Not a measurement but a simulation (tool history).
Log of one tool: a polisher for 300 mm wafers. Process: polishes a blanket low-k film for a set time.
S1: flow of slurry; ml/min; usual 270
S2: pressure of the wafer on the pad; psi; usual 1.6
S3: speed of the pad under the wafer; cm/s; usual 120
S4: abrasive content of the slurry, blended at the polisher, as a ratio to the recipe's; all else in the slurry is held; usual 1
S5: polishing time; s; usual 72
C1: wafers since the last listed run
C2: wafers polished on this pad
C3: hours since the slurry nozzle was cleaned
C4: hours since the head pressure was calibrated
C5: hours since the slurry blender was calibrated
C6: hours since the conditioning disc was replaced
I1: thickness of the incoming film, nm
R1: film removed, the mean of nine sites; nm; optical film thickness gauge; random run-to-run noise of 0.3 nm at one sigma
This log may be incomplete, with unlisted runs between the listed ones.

| run | hour | S1 | S2 | S3 | S4 | S5 | C1 | C2 | C3 | C4 | C5 | C6 | I1 | R1 |
|---|---|---|---|---|---|---|---|---|---|---|---|---|---|---|
| 1 | 0 | 270 | 1.6 | 120 | 1 | 72 | 0 | 789 | 8.4 | 514.4 | 132.4 | 122.1 | 325.7 | 23.4 |
| 2 | 42 | 270 | 1.6 | 120 | 1 | 72 | 574 | 1363 | 50.4 | 556.4 | 174.4 | 164.1 | 333.1 | 22.7 |
| 3 | 71.4 | 270 | 1.6 | 120 | 1 | 72 | 401 | 1765 | 79.8 | 585.8 | 203.8 | 193.5 | 334.9 | 22.5 |
|  | 116.1 | slurry blender recalibrated |
| 4 | 126.7 | 270 | 1.6 | 120 | 1 | 72 | 728 | 2494 | 135.1 | 641.1 | 10.6 | 248.8 | 334.9 | 22.4 |
|  | 152.8 | worn pad replaced by a new one |
| 5 | 177.4 | 270 | 1.6 | 120 | 1 | 72 | 638 | 336 | 185.8 | 691.8 | 61.3 | 299.5 | 328.8 | 23.7 |
| 6 | 219 | 270 | 1.6 | 120 | 1 | 82 | 568 | 904 | 227.4 | 733.4 | 102.9 | 341.1 | 327.4 | 25.5 |
| 7 | 255.1 | 270 | 1.6 | 120 | 1 | 82 | 493 | 1398 | 263.5 | 769.5 | 139 | 377.2 | 335.3 | 25.6 |
| 8 | 294 | 270 | 1.6 | 120 | 1 | 72 | 531 | 1930 | 302.4 | 808.4 | 177.9 | 416.1 | 325.2 | 21.7 |
|  | 311.8 | conditioning disc replaced and pad reconditioned |
|  | 314.1 | slurry nozzle cleaned |
| 9 | 341.9 | 270 | 1.6 | 120 | 1 | 72 | 613 | 2543 | 27.8 | 856.3 | 225.8 | 30.1 | 323.9 | 21.4 |
|  | 382 | worn pad replaced by a new one |
| 10 | 386.3 | 270 | 1.6 | 120 | 1 | 72 | 552 | 59 | 72.2 | 900.7 | 270.2 | 74.5 | 334.4 | 24.2 |
|  | 391.9 | slurry blender recalibrated |
| 11 | 430.4 | 270 | 1.6 | 120 | 1 | 72 | 575 | 634 | 116.3 | 944.8 | 38.5 | 118.6 | 326.5 | 23 |
| 12 | 489.8 | 270 | 1.6 | 120 | 1 | 58 | 812 | 1446 | 175.7 | 1004.2 | 97.9 | 178 | 333.2 | 17.6 |
| 13 | 522.1 | 270 | 1.6 | 120 | 1.25 | 72 | 441 | 1888 | 208 | 1036.5 | 130.2 | 210.3 | 326 | 23.6 |
| 14 | 575.9 | 270 | 1.8 | 120 | 1 | 54 | 735 | 2623 | 261.8 | 1090.3 | 184 | 264.1 | 329.1 | 18.3 |
|  | 582.3 | worn pad replaced by a new one |
|  | 620.3 | slurry blender recalibrated |
| 15 | 622.2 | 270 | 1.6 | 120 | 1 | 58 | 550 | 518 | 308.1 | 1136.6 | 1.9 | 310.4 | 324.9 | 18.7 |
|  | 644.7 | slurry nozzle cleaned |
| 16 | 679.7 | 270 | 1.6 | 120 | 1 | 72 | 772 | 1290 | 35 | 1194.1 | 59.4 | 367.9 | 327.1 | 22.5 |
|  | 734.6 | conditioning disc replaced and pad reconditioned |
|  | 743.6 | head pressure recalibrated |
| 17 | 744.1 | 330 | 1.6 | 150 | 0.9 | 61 | 825 | 2116 | 99.4 | 0.5 | 123.8 | 9.5 | 324.5 | 20.8 |
| 18 | 775 | 270 | 1.6 | 120 | 1 | 72 | 422 | 2538 | 130.3 | 31.4 | 154.7 | 40.4 | 325.7 | 21.4 |
|  | 786.4 | worn pad replaced by a new one |
| 19 | 842.1 | 310 | 1.6 | 120 | 1.3 | 72 | 862 | 761 | 197.4 | 98.5 | 221.8 | 107.5 | 332.2 | 25.5 |
| 20 | 866.6 | 310 | 2.1 | 154 | 1 | 72 | 334 | 1096 | 221.9 | 123 | 246.3 | 132 | 327.2 | 34.6 |
|  | 877.1 | slurry blender recalibrated |
|  | 913.8 | slurry nozzle cleaned |
| 21 | 914.3 | 270 | 1.6 | 120 | 1 | 72 | 611 | 1707 | 0.5 | 170.7 | 37.2 | 179.7 | 327.8 | 21.8 |
| 22 | 963.7 | 270 | 1.6 | 120 | 1 | 58 | 675 | 2383 | 49.9 | 220.1 | 86.6 | 229.1 | 326.4 | 17.6 |
|  | 972.2 | worn pad replaced by a new one |
| 23 | 1008.2 | 180 | 1.6 | 152 | 1 | 72 | 553 | 492 | 94.4 | 264.6 | 131.1 | 273.6 | 332.7 | 26.9 |

Consider 4 possible next runs. They are alternatives, not a sequence: every one starts from the tool as it was left by run 23. What does each give?
| A | 1008.6 | 270 | 1.6 | 120 | 1 | 88 | 5 | 497 | 94.8 | 265 | 131.5 | 274 | 327.1 | ? |
| B | 1008.6 | 270 | 1.3 | 120 | 0.8 | 72 | 5 | 497 | 94.8 | 265 | 131.5 | 274 | 327.1 | ? |
| C | 1008.6 | 360 | 1.6 | 136 | 1 | 56 | 5 | 497 | 94.8 | 265 | 131.5 | 274 | 327.1 | ? |
| D | 1008.6 | 345 | 1.1 | 134 | 1 | 64 | 5 | 497 | 94.8 | 265 | 131.5 | 274 | 327.1 | ? |

| run | R1 |
|---|---|
| A | 28.3 |
| B | 17.1 |
| C | 19.9 |
| D | 15.5 |
Stripped of hidden state, with their random variation kept, the same runs would have yielded:
| run | R1 |
|---|---|
| A | 29.9 |
| B | 18.1 |
| C | 21 |
| D | 16.3 |

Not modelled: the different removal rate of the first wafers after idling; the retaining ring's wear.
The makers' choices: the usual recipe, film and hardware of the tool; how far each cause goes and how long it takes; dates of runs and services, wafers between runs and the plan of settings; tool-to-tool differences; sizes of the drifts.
